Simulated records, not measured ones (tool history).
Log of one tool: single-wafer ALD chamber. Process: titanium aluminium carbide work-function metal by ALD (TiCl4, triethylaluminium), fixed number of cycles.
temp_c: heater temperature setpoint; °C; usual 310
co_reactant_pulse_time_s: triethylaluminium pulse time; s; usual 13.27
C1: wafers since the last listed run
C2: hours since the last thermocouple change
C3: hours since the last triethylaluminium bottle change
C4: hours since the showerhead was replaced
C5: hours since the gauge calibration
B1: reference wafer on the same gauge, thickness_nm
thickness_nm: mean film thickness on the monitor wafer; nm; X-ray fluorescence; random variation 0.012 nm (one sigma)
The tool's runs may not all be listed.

Run 1, hour 0.0: usual settings; C1 0; C2 1245.5; C3 1371.1; C4 6494.5; C5 362.0; B1 2.155. Result: thickness_nm 2.183 nm.
Run 2, hour 8.0: usual settings; C1 56; C2 1253.5; C3 1379.1; C4 6502.5; C5 370.0; B1 2.150. Result: thickness_nm 2.163 nm.
Run 3, hour 21.1: usual settings; C1 92; C2 1266.6; C3 1392.2; C4 6515.6; C5 383.1; B1 2.150. Result: thickness_nm 2.162 nm.
Run 4, hour 38.4: usual settings; C1 122; C2 1283.9; C3 1409.5; C4 6532.9; C5 400.4; B1 2.151. Result: thickness_nm 2.169 nm.
Run 5, hour 53.2: usual settings; C1 104; C2 1298.7; C3 1424.3; C4 6547.7; C5 415.2; B1 2.152. Result: thickness_nm 2.157 nm.
Run 6, hour 68.1: usual settings; C1 105; C2 1313.6; C3 1439.2; C4 6562.6; C5 430.1; B1 2.149. Result: thickness_nm 2.164 nm.
Run 7, hour 77.5: usual settings; C1 66; C2 1323.0; C3 1448.6; C4 6572.0; C5 439.5; B1 2.154. Result: thickness_nm 2.162 nm.
Run 8, hour 92.0: usual settings; C1 102; C2 1337.5; C3 1463.1; C4 6586.5; C5 454.0; B1 2.148. Result: thickness_nm 2.159 nm.
Run 9, hour 139.1: usual settings; C1 332; C2 1384.6; C3 1510.2; C4 6633.6; C5 501.1; B1 2.150. Result: thickness_nm 2.152 nm.
Run 10, hour 149.5: usual settings but temp_c 299 °C, co_reactant_pulse_time_s 14.86 s; C1 73; C2 1395.0; C3 1520.6; C4 6644.0; C5 511.5; B1 2.151. Result: thickness_nm 2.101 nm.
Run 11, hour 157.6: usual settings but temp_c 299 °C, co_reactant_pulse_time_s 14.86 s; C1 57; C2 1403.1; C3 1528.7; C4 6652.1; C5 519.6; B1 2.146. Result: thickness_nm 2.101 nm.
Run 12, hour 166.3: usual settings but temp_c 299 °C, co_reactant_pulse_time_s 14.86 s; C1 61; C2 1411.8; C3 1537.4; C4 6660.8; C5 528.3; B1 2.151. Result: thickness_nm 2.097 nm.
Run 13, hour 179.5: usual settings but temp_c 306 °C, co_reactant_pulse_time_s 15.27 s; C1 93; C2 1425.0; C3 1550.6; C4 6674.0; C5 541.5; B1 2.150. Result: thickness_nm 2.199 nm.
At hour 184.1: gauge calibrated.
Run 14, hour 194.0: usual settings but temp_c 306 °C, co_reactant_pulse_time_s 15.27 s; C1 102; C2 1439.5; C3 1565.1; C4 6688.5; C5 9.9; B1 2.150. Result: thickness_nm 2.162 nm.
Run 15, hour 211.6: usual settings but temp_c 295 °C, co_reactant_pulse_time_s 8.94 s; C1 124; C2 1457.1; C3 1582.7; C4 6706.1; C5 27.5; B1 2.156. Result: thickness_nm 1.561 nm.
Run 16, hour 222.1: usual settings; C1 74; C2 1467.6; C3 1593.2; C4 6716.6; C5 38.0; B1 2.149. Result: thickness_nm 2.148 nm.
Run 17, hour 231.8: usual settings but temp_c 304 °C, co_reactant_pulse_time_s 11.26 s; C1 68; C2 1477.3; C3 1602.9; C4 6726.3; C5 47.7; B1 2.146. Result: thickness_nm 1.951 nm.
At hour 251.1: showerhead replaced.
Run 18, hour 251.6: usual settings but temp_c 314 °C, co_reactant_pulse_time_s 14.71 s; C1 83; C2 1497.1; C3 1622.7; C4 0.5; C5 67.5; B1 2.149. Result: thickness_nm 2.251 nm.
Run 19, hour 266.0: usual settings but temp_c 324 °C; C1 101; C2 1511.5; C3 1637.1; C4 14.9; C5 81.9; B1 2.152. Result: thickness_nm 2.285 nm.
Run 20, hour 282.4: usual settings but temp_c 317 °C; C1 115; C2 1527.9; C3 1653.5; C4 31.3; C5 98.3; B1 2.151. Result: thickness_nm 2.241 nm.
At hour 294.2: triethylaluminium bottle replaced.
Run 21, hour 300.2: usual settings; C1 69; C2 1545.7; C3 6.0; C4 49.1; C5 116.1; B1 2.151. Result: thickness_nm 1.753 nm.
Run 22, hour 311.2: usual settings but co_reactant_pulse_time_s 17.55 s; C1 77; C2 1556.7; C3 17.0; C4 60.1; C5 127.1; B1 2.151. Result: thickness_nm 2.034 nm.
At hour 334.1: thermocouple changed; heater temperature recalibrated.
Run 23, hour 334.6: usual settings but temp_c 303 °C, co_reactant_pulse_time_s 16.47 s; C1 108; C2 0.5; C3 40.4; C4 83.5; C5 150.5; B1 2.146. Result: thickness_nm 1.879 nm.
Run 24, hour 337.5: usual settings but co_reactant_pulse_time_s 15.34 s; C1 20; C2 3.4; C3 43.3; C4 86.4; C5 153.4; B1 2.150. Result: thickness_nm 1.865 nm.
At hour 356.4: triethylaluminium bottle replaced, repeated, since the last time left the tool worse.
Run 25, hour 356.9: usual settings but co_reactant_pulse_time_s 15.91 s; C1 80; C2 22.8; C3 0.5; C4 105.8; C5 172.8; B1 2.148. Result: thickness_nm 2.298 nm.
Run 26, hour 365.3: usual settings but temp_c 298 °C, co_reactant_pulse_time_s 15.15 s; C1 59; C2 31.2; C3 8.9; C4 114.2; C5 181.2; B1 2.151. Result: thickness_nm 2.167 nm.

What will run 27 give?
Run 27, hour 381.5: usual settings but temp_c 295 °C, co_reactant_pulse_time_s 15.55 s; C1 114; C2 47.4; C3 25.1; C4 130.4; C5 197.4; B1 ?. Result: thickness_nm ?.

{"run 27": {"B1": 2.15, "thickness_nm": 2.143}}
Had the tool carried no hidden state, the very same run would have given thickness_nm 2.146 nm.
